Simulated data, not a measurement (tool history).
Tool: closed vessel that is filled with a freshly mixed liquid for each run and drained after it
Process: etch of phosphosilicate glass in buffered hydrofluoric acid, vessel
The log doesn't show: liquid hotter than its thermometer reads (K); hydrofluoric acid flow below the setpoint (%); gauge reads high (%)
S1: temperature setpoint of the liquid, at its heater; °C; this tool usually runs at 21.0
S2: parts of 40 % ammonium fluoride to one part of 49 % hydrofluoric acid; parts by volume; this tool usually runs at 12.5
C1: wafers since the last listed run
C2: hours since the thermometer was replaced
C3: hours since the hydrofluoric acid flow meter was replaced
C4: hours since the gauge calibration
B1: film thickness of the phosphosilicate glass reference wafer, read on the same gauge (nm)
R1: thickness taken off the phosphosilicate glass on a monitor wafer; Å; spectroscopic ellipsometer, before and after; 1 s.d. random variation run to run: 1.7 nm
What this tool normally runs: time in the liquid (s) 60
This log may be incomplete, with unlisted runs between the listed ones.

run 1 hour=0.0 | S1=21.0 S2=12.5 time_in_the_liquid_(s)=60 | C1=0 C2=1391.1 C3=728.9 C4=795.6 | B1=70.04 | R1=4159.9
run 2 hour=30.4 | S1=21.0 S2=12.5 time_in_the_liquid_(s)=60 | C1=4133 C2=1421.5 C3=759.3 C4=826.0 | B1=69.95 | R1=4232.0
run 3 hour=46.8 | S1=21.0 S2=12.5 time_in_the_liquid_(s)=60 | C1=2229 C2=1437.9 C3=775.7 C4=842.4 | B1=70.00 | R1=4206.8
run 4 hour=135.1 | S1=21.0 S2=12.5 time_in_the_liquid_(s)=60 | C1=12006 C2=1526.2 C3=864.0 C4=930.7 | B1=70.01 | R1=4204.7
run 5 hour=189.1 | S1=21.0 S2=12.5 time_in_the_liquid_(s)=60 | C1=7342 C2=1580.2 C3=918.0 C4=984.7 | B1=70.02 | R1=4196.4
run 6 hour=215.0 | S1=21.0 S2=12.5 time_in_the_liquid_(s)=60 | C1=3521 C2=1606.1 C3=943.9 C4=1010.6 | B1=70.02 | R1=4198.1
run 7 hour=227.8 | S1=21.0 S2=12.5 time_in_the_liquid_(s)=60 | C1=1740 C2=1618.9 C3=956.7 C4=1023.4 | B1=69.95 | R1=4210.3
run 8 hour=241.0 | S1=21.0 S2=12.5 time_in_the_liquid_(s)=60 | C1=1794 C2=1632.1 C3=969.9 C4=1036.6 | B1=70.03 | R1=4203.2
run 9 hour=260.6 | S1=21.0 S2=12.5 time_in_the_liquid_(s)=60 | C1=2665 C2=1651.7 C3=989.5 C4=1056.2 | B1=70.00 | R1=4170.6
run 10 hour=277.0 | S1=21.0 S2=12.5 time_in_the_liquid_(s)=60 | C1=2229 C2=1668.1 C3=1005.9 C4=1072.6 | B1=69.99 | R1=4185.3
run 11 hour=299.3 | S1=21.0 S2=12.5 time_in_the_liquid_(s)=60 | C1=3032 C2=1690.4 C3=1028.2 C4=1094.9 | B1=70.00 | R1=4202.2
run 12 hour=330.4 | S1=21.0 S2=12.5 time_in_the_liquid_(s)=60 | C1=4228 C2=1721.5 C3=1059.3 C4=1126.0 | B1=70.01 | R1=4192.4
-- hour=332.8 gauge calibrated
-- hour=337.3 thermometer replaced
run 13 hour=356.5 | S1=19.0 S2=12.5 time_in_the_liquid_(s)=40 | C1=3412 C2=19.2 C3=1085.4 C4=23.7 | B1=69.95 | R1=2413.6
run 14 hour=389.9 | S1=21.0 S2=12.5 time_in_the_liquid_(s)=60 | C1=4541 C2=52.6 C3=1118.8 C4=57.1 | B1=69.98 | R1=4086.0
run 15 hour=488.5 | S1=21.0 S2=12.5 time_in_the_liquid_(s)=60 | C1=13406 C2=151.2 C3=1217.4 C4=155.7 | B1=69.97 | R1=4030.8
run 16 hour=511.2 | S1=21.0 S2=12.5 time_in_the_liquid_(s)=60 | C1=3086 C2=173.9 C3=1240.1 C4=178.4 | B1=70.02 | R1=4029.1
run 17 hour=535.9 | S1=25.5 S2=12.5 time_in_the_liquid_(s)=75 | C1=3358 C2=198.6 C3=1264.8 C4=203.1 | B1=70.01 | R1=6470.5
run 18 hour=561.1 | S1=17.0 S2=15.5 time_in_the_liquid_(s)=80 | C1=3426 C2=223.8 C3=1290.0 C4=228.3 | B1=70.01 | R1=3492.3
run 19 hour=589.8 | S1=21.0 S2=12.5 time_in_the_liquid_(s)=60 | C1=3902 C2=252.5 C3=1318.7 C4=257.0 | B1=69.99 | R1=4058.8
run 20 hour=619.2 | S1=21.0 S2=12.5 time_in_the_liquid_(s)=60 | C1=3997 C2=281.9 C3=1348.1 C4=286.4 | B1=70.06 | R1=4029.3
run 21 hour=650.6 | S1=21.0 S2=10.0 time_in_the_liquid_(s)=60 | C1=4269 C2=313.3 C3=1379.5 C4=317.8 | B1=69.95 | R1=5039.9
run 22 hour=675.3 | S1=24.5 S2=12.5 time_in_the_liquid_(s)=50 | C1=3358 C2=338.0 C3=1404.2 C4=342.5 | B1=70.01 | R1=4101.4
-- hour=698.6 hydrofluoric acid flow meter replaced
run 23 hour=709.6 | S1=21.0 S2=8.5 time_in_the_liquid_(s)=60 | C1=4527 C2=372.3 C3=11.0 C4=376.8 | B1=69.94 | R1=5996.2
run 24 hour=722.3 | S1=21.0 S2=17.5 time_in_the_liquid_(s)=60 | C1=1726 C2=385.0 C3=23.7 C4=389.5 | B1=70.01 | R1=3040.0
run 25 hour=737.0 | S1=21.0 S2=12.5 time_in_the_liquid_(s)=60 | C1=1998 C2=399.7 C3=38.4 C4=404.2 | B1=70.01 | R1=4204.0
run 26 hour=763.2 | S1=26.0 S2=12.5 time_in_the_liquid_(s)=50 | C1=3562 C2=425.9 C3=64.6 C4=430.4 | B1=69.95 | R1=4614.8
run 27 hour=809.9 | S1=22.5 S2=12.5 time_in_the_liquid_(s)=60 | C1=6349 C2=472.6 C3=111.3 C4=477.1 | B1=69.99 | R1=4604.7
run 28 hour=845.5 | S1=25.0 S2=8.0 time_in_the_liquid_(s)=35 | C1=4840 C2=508.2 C3=146.9 C4=512.7 | B1=70.00 | R1=4601.4
run 29 hour=860.2 | S1=19.5 S2=8.5 time_in_the_liquid_(s)=35 | C1=1998 C2=522.9 C3=161.6 C4=527.4 | B1=69.98 | R1=3209.2
run 30 hour=889.4 | S1=17.0 S2=12.5 time_in_the_liquid_(s)=80 | C1=3970 C2=552.1 C3=190.8 C4=556.6 | B1=70.00 | R1=4481.1
run 31 hour=918.3 | S1=21.0 S2=14.0 time_in_the_liquid_(s)=75 | C1=3929 C2=581.0 C3=219.7 C4=585.5 | B1=69.99 | R1=4726.9
run 32 hour=947.7 | S1=24.5 S2=8.5 time_in_the_liquid_(s)=60 | C1=3997 C2=610.4 C3=249.1 C4=614.9 | B1=70.01 | R1=7239.6
run 33 hour=979.2 | S1=21.0 S2=12.5 time_in_the_liquid_(s)=60 | C1=4283 C2=641.9 C3=280.6 C4=646.4 | B1=69.99 | R1=4227.9

3 options for the next run, each taken on its own from the tool as it stands now. Forecast them:
run A hour=979.9 | S1=19.5 S2=12.5 time_in_the_liquid_(s)=60 | C1=95 C2=642.6 C3=281.3 C4=647.1 | B1=? | R1=?
run B hour=979.9 | S1=18.0 S2=16.5 time_in_the_liquid_(s)=70 | C1=95 C2=642.6 C3=281.3 C4=647.1 | B1=? | R1=?
run C hour=979.9 | S1=24.5 S2=14.5 time_in_the_liquid_(s)=80 | C1=95 C2=642.6 C3=281.3 C4=647.1 | B1=? | R1=?

run=A B1=69.98 R1=3866.1
run=B B1=69.98 R1=3154.5
run=C B1=69.98 R1=5873.2
Stripped of hidden state, with their random variation kept, the same runs would have yielded:
run=A R1=3838.9
run=B R1=3131.9
run=C R1=5835.0

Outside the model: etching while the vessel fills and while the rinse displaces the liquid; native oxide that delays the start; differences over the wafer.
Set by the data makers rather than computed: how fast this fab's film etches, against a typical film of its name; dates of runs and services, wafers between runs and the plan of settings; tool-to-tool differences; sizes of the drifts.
